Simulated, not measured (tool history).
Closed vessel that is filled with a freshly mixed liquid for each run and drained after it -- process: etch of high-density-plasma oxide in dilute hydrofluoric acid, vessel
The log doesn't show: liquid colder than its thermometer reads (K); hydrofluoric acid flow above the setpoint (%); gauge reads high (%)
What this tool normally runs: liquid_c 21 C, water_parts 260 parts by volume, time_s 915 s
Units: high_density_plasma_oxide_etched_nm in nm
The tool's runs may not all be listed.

run    hour  liquid_c  water_parts  time_s  wafers since the last listed run  hours since the thermometer was replaced  hours since the hydrofluoric acid flow meter was replaced  hours since the gauge calibration  read-back film thickness of the high-density-plasma oxide reference wafer, read on the same gauge (nm)  high_density_plasma_oxide_etched_nm
  1       0        21          205     915                                 0                                     119.4                                                     1071.7                              961.7                                                                                                   99.98                                   29
  2    51.5        21          205     915                              3939                                     170.9                                                     1123.2                             1013.2                                                                                                  100.01                                29.34
       65.8  -- gauge calibrated
  3   106.5        21          260     915                              4206                                     225.9                                                     1178.2                               40.7                                                                                                  100.03                                 21.6
  4   159.7        21          260     915                              4069                                     279.1                                                     1231.4                               93.9                                                                                                  100.01                                21.67
  5   197.8        21          260     915                              2914                                     317.2                                                     1269.5                                132                                                                                                  100.02                                21.53
  6   226.2        21          260     915                              2172                                     345.6                                                     1297.9                              160.4                                                                                                   99.97                                21.59
  7   282.2        21          260     915                              4283                                     401.6                                                     1353.9                              216.4                                                                                                  100.01                                21.24
  8   309.3      19.5          260     915                              2072                                     428.7                                                       1381                              243.5                                                                                                   99.98                                20.16
  9   359.1      19.5          260     915                              3809                                     478.5                                                     1430.8                              293.3                                                                                                  100.02                                20.09
 10   383.8        21          260     915                              1889                                     503.2                                                     1455.5                                318                                                                                                   99.99                                21.02
 11   439.3        21          260     915                              4245                                     558.7                                                       1511                              373.5                                                                                                   99.96                                21.23
      442.5  -- hydrofluoric acid flow meter replaced
 12   471.1        21          260     915                              2355                                     590.5                                                       28.6                              405.3                                                                                                   99.99                                20.87
 13   528.3        21          195     915                              4375                                     647.7                                                       85.8                              462.5                                                                                                   99.99                                29.83
 14   586.4        21          260     480                              4443                                     705.8                                                      143.9                              520.6                                                                                                   99.99                                11.09
 15   656.4        23          200     775                              5354                                     775.8                                                      213.9                              590.6                                                                                                     100                                26.39
      684.4  -- thermometer replaced
 16   722.1        17          170    1325                              4948                                      37.7                                                      279.6                              656.3                                                                                                   99.99                                 45.2
 17   785.5      19.5          330    1165                              4849                                     101.1                                                        343                              719.7                                                                                                  100.02                                19.24
 18   841.3      25.5          260     635                              4267                                     156.9                                                      398.8                              775.5                                                                                                  100.01                                17.84
 19   899.9        21          260     915                              4482                                     215.5                                                      457.4                              834.1                                                                                                  100.04                                21.57
 20   954.3      25.5          135     770                              4160                                     269.9                                                      511.8                              888.5                                                                                                  100.03                                47.85
 21   981.8      25.5          195    1300                              2103                                     297.4                                                      539.3                                916                                                                                                   99.98                                50.95
 22  1006.9        17          140     915                              1919                                     322.5                                                      564.4                              941.1                                                                                                   99.99                                38.43
     1023.5  -- gauge calibrated
 23  1033.1        21          260     915                              2003                                     348.7                                                      590.6                                9.6                                                                                                   99.98                                21.16
 24  1057.4        21          260     510                              1858                                       373                                                      614.9                               33.9                                                                                                  100.03                                11.78
 25  1121.6        21          260     915                              4910                                     437.2                                                      679.1                               98.1                                                                                                     100                                21.37
 26  1184.8        21          130     915                              4833                                     500.4                                                      742.3                              161.3                                                                                                   99.99                                48.35
 27  1311.4      18.5          390    1195                              9683                                       627                                                      868.9                              287.9                                                                                                     100                                14.85

5 ways to go on from here, each from the tool as it stands after run 27. What would each give?
  A  1312.3        21          260     915                                68                                     627.9                                                      869.8                              288.8                                                                                                       ?                                    ?
  B  1312.3        21          260    1330                                68                                     627.9                                                      869.8                              288.8                                                                                                       ?                                    ?
  C  1312.3        17          260    1450                                68                                     627.9                                                      869.8                              288.8                                                                                                       ?                                    ?
  D  1312.3      19.5          315    1060                                68                                     627.9                                                      869.8                              288.8                                                                                                       ?                                    ?
  E  1312.3        21          220     580                                68                                     627.9                                                      869.8                              288.8                                                                                                       ?                                    ?

run  read-back film thickness of the high-density-plasma oxide reference wafer, read on the same gauge (nm)  high_density_plasma_oxide_etched_nm
  A                                                                                                  100.02                                21.09
  B                                                                                                  100.02                                30.66
  C                                                                                                  100.02                                28.67
  D                                                                                                  100.02                                18.17
  E                                                                                                  100.02                                 16.4
Without the tool's unlogged condition, the same runs would have read:
run  high_density_plasma_oxide_etched_nm
  A                                22.13
  B                                32.17
  C                                30.16
  D                                19.06
  E                                17.23

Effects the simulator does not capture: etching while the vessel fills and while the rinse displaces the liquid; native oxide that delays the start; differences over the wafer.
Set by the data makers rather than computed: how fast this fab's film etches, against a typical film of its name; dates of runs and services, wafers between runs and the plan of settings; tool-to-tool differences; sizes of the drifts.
